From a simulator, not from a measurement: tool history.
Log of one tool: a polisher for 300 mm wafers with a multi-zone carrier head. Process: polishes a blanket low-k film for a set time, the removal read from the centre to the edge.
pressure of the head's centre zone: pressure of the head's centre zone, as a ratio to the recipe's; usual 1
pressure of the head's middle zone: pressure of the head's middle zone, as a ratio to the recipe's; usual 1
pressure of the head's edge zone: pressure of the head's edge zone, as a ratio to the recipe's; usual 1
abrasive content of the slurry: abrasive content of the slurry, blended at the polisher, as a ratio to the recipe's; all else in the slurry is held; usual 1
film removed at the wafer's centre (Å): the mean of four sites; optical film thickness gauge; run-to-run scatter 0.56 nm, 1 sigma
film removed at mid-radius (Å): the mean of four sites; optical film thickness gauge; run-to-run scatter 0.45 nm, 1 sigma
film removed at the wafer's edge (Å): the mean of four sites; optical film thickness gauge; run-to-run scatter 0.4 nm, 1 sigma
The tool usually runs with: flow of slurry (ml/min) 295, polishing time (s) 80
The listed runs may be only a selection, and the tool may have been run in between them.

run    hour  flow of slurry (ml/min)  pressure of the head's centre zone  pressure of the head's middle zone  pressure of the head's edge zone  abrasive content of the slurry  polishing time (s)  wafers since the last listed run  wafers polished on this pad  hours since the slurry nozzle was cleaned  hours since the centre zone pressure was calibrated  hours since the edge zone pressure was calibrated  hours since the carrier head's membrane was replaced  incoming thickness of the incoming film, nm  film removed at the wafer's centre (Å)  film removed at mid-radius (Å)  film removed at the wafer's edge (Å)
  1       0                      295                                   1                                   1                                 1                               1                  80                                 0                         2439                                      614.8                                                165.3                                              270.3                                                1082.3                                        403.8                                     451                             440                                   448
  2    60.4                      295                                   1                                   1                                 1                               1                  80                               755                         3195                                      675.2                                                225.7                                              330.7                                                1142.7                                        408.7                                     439                             441                                   452
  3   133.8                      295                                   1                                   1                                 1                               1                  80                               918                         4113                                      748.6                                                299.1                                              404.1                                                1216.1                                        402.5                                     453                             438                                   447
  4   176.4                      295                                   1                                   1                                 1                               1                  80                               532                         4646                                      791.2                                                341.7                                              446.7                                                1258.7                                        409.8                                     438                             437                                   447
      182.8  -- slurry nozzle cleaned
  5     233                      335                                   1                                   1                                 1                               1                  72                               695                         5342                                       50.2                                                398.3                                              503.3                                                1315.3                                        411.2                                     411                             400                                   411
      268.6  -- worn pad replaced by a new one
      274.1  -- centre zone pressure recalibrated
  6   282.3                      295                                0.89                                0.92                              1.05                               1                  80                               541                          145                                       99.5                                                  8.2                                              552.6                                                1364.6                                        408.5                                     396                             407                                   463
  7   332.8                      330                                0.93                                   1                                 1                             0.7                 102                               631                          777                                        150                                                 58.7                                              603.1                                                1415.1                                        415.5                                     481                             517                                   536
  8   375.8                      295                                   1                                   1                                 1                               1                  80                               538                         1315                                        193                                                101.7                                              646.1                                                1458.1                                          416                                     451                             449                                   451
  9   426.5                      325                                   1                                   1                                 1                               1                  93                               634                         1949                                      243.7                                                152.4                                              696.8                                                1508.8                                        414.8                                     515                             514                                   532
      476.3  -- carrier head's membrane replaced by a new one
 10   476.8                      295                                   1                                   1                                 1                               1                  80                               566                         2516                                        294                                                202.7                                              747.1                                                   0.5                                        403.5                                     451                             442                                   455
 11   515.2                      295                                0.97                                1.06                                 1                               1                  80                               480                         2997                                      332.4                                                241.1                                              785.5                                                  38.9                                        405.1                                     430                             471                                   452
 12     557                      215                                   1                                1.11                                 1                               1                  80                               522                         3520                                      374.2                                                282.9                                              827.3                                                  80.7                                        408.4                                     436                             464                                   442
      587.5  -- edge zone pressure recalibrated
 13   663.9                      255                                   1                                1.06                                 1                             1.2                  80                              1312                         4832                                      481.1                                                389.8                                               76.4                                                 187.6                                        408.8                                     454                             478                                   479
      683.2  -- centre zone pressure recalibrated
 14   745.8                      295                                0.97                                 0.9                              0.94                               1                  97                               999                         5832                                        563                                                 62.6                                              158.3                                                 269.5                                        411.5                                     530                             489                                   531
      793.8  -- worn pad replaced by a new one
 15   801.8                      295                                   1                                   1                                 1                               1                  94                               650                          100                                        619                                                118.6                                              214.3                                                 325.5                                        412.2                                     523                             516                                   528
 16   862.9                      365                                   1                                1.06                              1.04                            1.15                  80                               764                          864                                      680.1                                                179.7                                              275.4                                                 386.6                                        406.2                                     477                             484                                   491
 17   951.7                      195                                   1                                0.92                                 1                             0.8                  80                              1111                         1975                                      768.9                                                268.5                                              364.2                                                 475.4                                        410.3                                     395                             369                                   411
       1043  -- slurry nozzle cleaned
 18  1043.5                      295                                   1                                   1                              0.94                             1.3                  80                              1136                         3111                                        0.5                                                360.3                                                456                                                 567.2                                        419.5                                     493                             465                                   475
 19  1092.6                      295                                   1                                   1                                 1                               1                  80                               614                         3726                                       49.6                                                409.4                                              505.1                                                 616.3                                        418.5                                     443                             430                                   449
     1139.3  -- centre zone pressure recalibrated
 20  1186.8                      295                                   1                                   1                                 1                               1                  80                              1153                         4879                                      143.8                                                 47.5                                              599.3                                                 710.5                                        414.7                                     441                             448                                   452
 21  1290.2                      295                                1.11                                   1                                 1                               1                  64                              1293                         6173                                      247.2                                                150.9                                              702.7                                                 813.9                                        409.5                                     401                             355                                   367

Hidden condition of the tool, last listed run before each entry between runs versus first listed run after:
Run 4 -> run 5: slurry nozzle cleaned (hour 182.8)
  both runs share identical hidden conditions
Run 5 -> run 6: worn pad replaced by a new one (hour 268.6); centre zone pressure recalibrated (hour 274.1)
  both runs share identical hidden conditions
Run 9 -> run 10: carrier head's membrane replaced by a new one (hour 476.3)
  both runs share identical hidden conditions
Run 12 -> run 13: edge zone pressure recalibrated (hour 587.5)
  both runs share identical hidden conditions
Run 13 -> run 14: centre zone pressure recalibrated (hour 683.2)
  both runs share identical hidden conditions
Run 14 -> run 15: worn pad replaced by a new one (hour 793.8)
  both runs share identical hidden conditions
Run 17 -> run 18: slurry nozzle cleaned (hour 1043)
  both runs share identical hidden conditions
Run 19 -> run 20: centre zone pressure recalibrated (hour 1139.3)
  both runs share identical hidden conditions
